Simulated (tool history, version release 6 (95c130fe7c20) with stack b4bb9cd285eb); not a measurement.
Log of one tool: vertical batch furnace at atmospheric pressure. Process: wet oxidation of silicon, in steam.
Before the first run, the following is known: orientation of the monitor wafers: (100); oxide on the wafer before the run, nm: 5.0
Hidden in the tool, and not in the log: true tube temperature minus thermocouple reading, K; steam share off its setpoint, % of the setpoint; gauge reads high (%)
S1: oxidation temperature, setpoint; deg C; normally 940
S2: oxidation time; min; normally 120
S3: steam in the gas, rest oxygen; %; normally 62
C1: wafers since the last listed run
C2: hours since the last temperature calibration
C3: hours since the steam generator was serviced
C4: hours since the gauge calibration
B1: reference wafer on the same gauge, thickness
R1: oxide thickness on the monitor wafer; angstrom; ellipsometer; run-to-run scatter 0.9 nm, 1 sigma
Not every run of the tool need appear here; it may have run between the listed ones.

Run 1, hour 0: usual settings; C1 0; C2 1526.9; C3 1524; C4 826.3; B1 254.92. Result: R1 2984.6 angstrom.
Run 2, hour 79.8: usual settings; C1 526; C2 1606.7; C3 1603.8; C4 906.1; B1 254.98. Result: R1 2978.4 angstrom.
Run 3, hour 158: usual settings; C1 515; C2 1684.9; C3 1682; C4 984.3; B1 255.21. Result: R1 2975.2 angstrom.
Run 4, hour 443.6: usual settings; C1 1883; C2 1970.5; C3 1967.6; C4 1269.9; B1 255.97. Result: R1 2971.1 angstrom.
Run 5, hour 513.4: usual settings but S1 927 deg C, S3 71 %; C1 460; C2 2040.3; C3 2037.4; C4 1339.7; B1 256.05. Result: R1 2948.1 angstrom.
Run 6, hour 566.3: usual settings but S1 927 deg C, S3 71 %; C1 348; C2 2093.2; C3 2090.3; C4 1392.6; B1 256.15. Result: R1 2942 angstrom.
Run 7, hour 654: usual settings; C1 578; C2 2180.9; C3 2178; C4 1480.3; B1 256.44. Result: R1 2983.4 angstrom.
Run 8, hour 708.7: usual settings; C1 360; C2 2235.6; C3 2232.7; C4 1535; B1 256.54. Result: R1 3001.3 angstrom.
At hour 739.3: steam generator serviced.
Run 9, hour 764.6: usual settings; C1 210; C2 2291.5; C3 25.3; C4 1590.9; B1 256.72. Result: R1 2991.6 angstrom.
Run 10, hour 852.5: usual settings but S1 957 deg C; C1 579; C2 2379.4; C3 113.2; C4 1678.8; B1 256.79. Result: R1 3494.3 angstrom.
Run 11, hour 956.9: usual settings but S3 57 %; C1 688; C2 2483.8; C3 217.6; C4 1783.2; B1 257.23. Result: R1 2790.3 angstrom.
Run 12, hour 1031.2: usual settings but S3 57 %; C1 489; C2 2558.1; C3 291.9; C4 1857.5; B1 257.37. Result: R1 2822.5 angstrom.
Run 13, hour 1117.4: usual settings but S3 57 %; C1 568; C2 2644.3; C3 378.1; C4 1943.7; B1 257.5. Result: R1 2817.5 angstrom.
Run 14, hour 1156.5: usual settings but S2 85.5 min, S3 52 %; C1 257; C2 2683.4; C3 417.2; C4 1982.8; B1 257.63. Result: R1 1987.1 angstrom.
At hour 1240.9: thermocouples replaced and temperature profile calibrated.
Run 15, hour 1241.4: usual settings but S1 946 deg C, S2 135.5 min, S3 68 %; C1 401; C2 0.5; C3 502.1; C4 2067.7; B1 257.79. Result: R1 3755.3 angstrom.

Forecast run 16:
Run 16, hour 1297.1: usual settings but S3 51 %; C1 367; C2 56.2; C3 557.8; C4 2123.4; B1 ?. Result: R1 ?.

B1: 258.04
R1: 2586.3 angstrom
With the hidden condition absent and the run-to-run variation left alone, this run would have shown R1 2526.1 angstrom.

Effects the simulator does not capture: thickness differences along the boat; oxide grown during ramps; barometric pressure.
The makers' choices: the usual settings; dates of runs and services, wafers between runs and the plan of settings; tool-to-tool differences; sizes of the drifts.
